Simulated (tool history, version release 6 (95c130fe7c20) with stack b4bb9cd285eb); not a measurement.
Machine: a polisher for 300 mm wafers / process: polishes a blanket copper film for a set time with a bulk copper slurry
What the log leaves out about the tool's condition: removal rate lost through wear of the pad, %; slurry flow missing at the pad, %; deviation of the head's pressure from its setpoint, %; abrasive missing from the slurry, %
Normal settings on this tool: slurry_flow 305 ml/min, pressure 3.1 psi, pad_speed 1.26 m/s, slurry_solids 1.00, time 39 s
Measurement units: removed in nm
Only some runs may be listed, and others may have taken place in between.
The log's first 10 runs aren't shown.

run    hour  slurry_flow  pressure  pad_speed  slurry_solids  time  wafers since the last listed run  wafers polished on this pad  hours since the slurry nozzle was cleaned  hours since the head pressure was calibrated  hours since the slurry blender was calibrated  incoming thickness of the incoming film, nm  removed
 11   481.8          305       3.1       1.26           0.75    39                               283                         3175                                      140.7                                         107.7                                          388.1                                       3575.1    463.3
      495.3  -- worn pad replaced by a new one
 12   513.4          305       3.1       0.98           0.70    39                               188                          123                                      172.3                                         139.3                                          419.7                                       3571.5    367.8
      561.2  -- slurry blender recalibrated
 13   715.3          210       3.1       1.26           1.00    39                              1364                         1488                                      374.2                                         341.2                                          154.1                                       3617.4    465.0
 14   754.2          305       3.1       1.14           1.00    39                               265                         1754                                      413.1                                         380.1                                          193.0                                       3554.0    454.8
 15   783.6          305       3.1       1.68           0.75    39                               200                         1954                                      442.5                                         409.5                                          222.4                                       3539.8    623.0
 16   809.5          305       3.1       1.48           1.00    39                               176                         2131                                      468.4                                         435.4                                          248.3                                       3552.6    572.1
 17   852.2          305       3.9       1.26           1.00    39                               291                         2423                                      511.1                                         478.1                                          291.0                                       3620.3    626.3
 18   918.0          305       3.1       1.26           1.00    39                               449                         2872                                      576.9                                         543.9                                          356.8                                       3565.7    508.3
      990.7  -- worn pad replaced by a new one
     1035.4  -- slurry blender recalibrated
 19  1086.0          305       3.1       1.26           1.20    47                              1106                          636                                      744.9                                         711.9                                           50.6                                       3558.2    623.0
 20  1125.3          305       4.1       1.26           1.00    39                               268                          905                                      784.2                                         751.2                                           89.9                                       3530.7    668.7
     1148.5  -- slurry nozzle cleaned
 21  1191.6          305       3.1       1.26           1.00    39                               445                         1351                                       43.1                                         817.5                                          156.2                                       3507.7    507.1
 22  1241.7          305       3.1       1.52           1.00    39                               342                         1693                                       93.2                                         867.6                                          206.3                                       3541.4    602.5
 23  1295.7          365       3.1       1.06           1.00    39                               368                         2061                                      147.2                                         921.6                                          260.3                                       3570.3    439.1
     1302.1  -- head pressure recalibrated
 24  1367.1          305       3.1       1.08           1.00    44                               473                         2535                                      218.6                                          65.0                                          331.7                                       3547.2    475.1
     1431.4  -- worn pad replaced by a new one
 25  1431.9          305       2.0       1.26           1.25    39                               415                            3                                      283.4                                         129.8                                          396.5                                       3565.3    322.8
     1449.7  -- slurry blender recalibrated
 26  1483.5          335       3.1       1.68           1.25    43                               338                          342                                      335.0                                         181.4                                           33.8                                       3531.5    733.3
 27  1520.5          305       3.1       1.26           1.00    39                               252                          594                                      372.0                                         218.4                                           70.8                                       3558.6    486.0
 28  1639.7          305       3.1       1.70           1.10    39                               813                         1408                                      491.2                                         337.6                                          190.0                                       3543.2    660.0
 29  1674.2          305       3.1       1.26           1.00    39                               235                         1644                                      525.7                                         372.1                                          224.5                                       3538.2    501.4
 30  1701.3          350       3.1       1.26           1.00    39                               185                         1829                                      552.8                                         399.2                                          251.6                                       3567.0    505.4

Alternative continuations, all from the tool just after run 30; predict every row:
  A  1701.7          305       3.1       1.26           1.00    52                                 2                         1831                                      553.2                                         399.6                                          252.0                                       3572.9        ?
  B  1701.7          215       3.1       1.50           0.80    45                                 2                         1831                                      553.2                                         399.6                                          252.0                                       3572.9        ?
  C  1701.7          305       2.5       1.26           1.00    39                                 2                         1831                                      553.2                                         399.6                                          252.0                                       3572.9        ?
  D  1701.7          230       3.1       1.50           1.00    39                                 2                         1831                                      553.2                                         399.6                                          252.0                                       3572.9        ?

run  removed
  A    672.3
  B    630.9
  C    406.6
  D    569.3
Stripped of hidden state, with their random variation kept, the same runs would have yielded:
run  removed
  A    630.6
  B    591.8
  C    381.4
  D    534.0
